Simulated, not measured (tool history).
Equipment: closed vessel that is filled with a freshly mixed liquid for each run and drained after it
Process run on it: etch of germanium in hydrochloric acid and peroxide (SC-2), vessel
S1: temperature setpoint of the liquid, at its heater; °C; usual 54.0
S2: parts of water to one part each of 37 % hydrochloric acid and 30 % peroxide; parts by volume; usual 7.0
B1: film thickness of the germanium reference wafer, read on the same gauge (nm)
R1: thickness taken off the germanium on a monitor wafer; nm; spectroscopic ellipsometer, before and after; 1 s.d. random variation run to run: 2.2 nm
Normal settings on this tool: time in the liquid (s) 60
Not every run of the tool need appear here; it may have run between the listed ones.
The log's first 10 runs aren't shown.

Run 11, hour 352.7: usual settings; B1 80.05. Result: R1 258.19 nm.
Run 12, hour 393.1: usual settings; B1 79.99. Result: R1 254.04 nm.
Run 13, hour 431.2: usual settings but time in the liquid (s) 80; B1 80.05. Result: R1 337.57 nm.
At hour 469.8: new drum of peroxide connected.
Run 14, hour 480.4: usual settings but time in the liquid (s) 80; B1 80.02. Result: R1 344.03 nm.
Run 15, hour 513.1: usual settings; B1 80.01. Result: R1 258.42 nm.
Run 16, hour 548.5: usual settings; B1 80.02. Result: R1 257.22 nm.
At hour 566.0: gauge calibrated.
Run 17, hour 583.4: usual settings but S1 46.0 °C, S2 5.0 parts by volume, time in the liquid (s) 30; B1 80.05. Result: R1 100.31 nm.
Run 18, hour 641.0: usual settings but S2 5.5 parts by volume, time in the liquid (s) 45; B1 80.00. Result: R1 195.99 nm.
Run 19, hour 688.3: usual settings but time in the liquid (s) 90; B1 80.00. Result: R1 387.39 nm.
Run 20, hour 744.9: usual settings but S1 48.5 °C, S2 4.5 parts by volume, time in the liquid (s) 35; B1 79.99. Result: R1 128.22 nm.
At hour 789.4: chemicals flow meter replaced.
At hour 824.0: new drum of peroxide connected.
Run 21, hour 856.9: usual settings; B1 80.00. Result: R1 260.75 nm.
Run 22, hour 1034.0: usual settings; B1 80.00. Result: R1 261.22 nm.
Run 23, hour 1080.2: usual settings but S1 49.5 °C, S2 9.0 parts by volume, time in the liquid (s) 40; B1 80.01. Result: R1 148.17 nm.
At hour 1129.9: new drum of peroxide connected.
Run 24, hour 1134.7: usual settings but S1 59.0 °C, S2 5.5 parts by volume; B1 79.98. Result: R1 309.14 nm.
Run 25, hour 1176.2: usual settings but S1 50.5 °C, S2 10.5 parts by volume, time in the liquid (s) 35; B1 80.04. Result: R1 131.08 nm.
At hour 1179.4: thermometer replaced.
Run 26, hour 1248.0: usual settings but S1 50.5 °C, S2 8.0 parts by volume, time in the liquid (s) 30; B1 80.01. Result: R1 106.30 nm.
Run 27, hour 1296.2: usual settings but S1 46.0 °C, S2 10.5 parts by volume, time in the liquid (s) 75; B1 80.01. Result: R1 226.39 nm.
Run 28, hour 1350.2: usual settings but S2 8.5 parts by volume; B1 79.97. Result: R1 238.29 nm.
Run 29, hour 1392.5: usual settings but S1 44.5 °C, S2 8.0 parts by volume, time in the liquid (s) 30; B1 80.00. Result: R1 87.79 nm.
At hour 1406.3: chemicals flow meter replaced.
Run 30, hour 1477.9: usual settings but S1 45.5 °C, S2 9.0 parts by volume; B1 80.03. Result: R1 183.77 nm.
At hour 1514.8: new drum of peroxide connected.
Run 31, hour 1548.6: usual settings but S1 51.5 °C, S2 8.0 parts by volume, time in the liquid (s) 40; B1 80.01. Result: R1 145.79 nm.

Branching from run 31: 3 alternative next runs. What would each branch give?
Run A, hour 1549.3: usual settings but S2 4.0 parts by volume; B1 ?. Result: R1 ?.
Run B, hour 1549.3: usual settings but S2 10.0 parts by volume; B1 ?. Result: R1 ?.
Run C, hour 1549.3: usual settings but time in the liquid (s) 30; B1 ?. Result: R1 ?.

run     B1      R1
  A  79.94  250.25
  B  79.94  238.85
  C  79.94  122.83
Without the tool's unlogged condition, the same runs would have read:
run      R1
  A  247.59
  B  236.38
  C  121.54
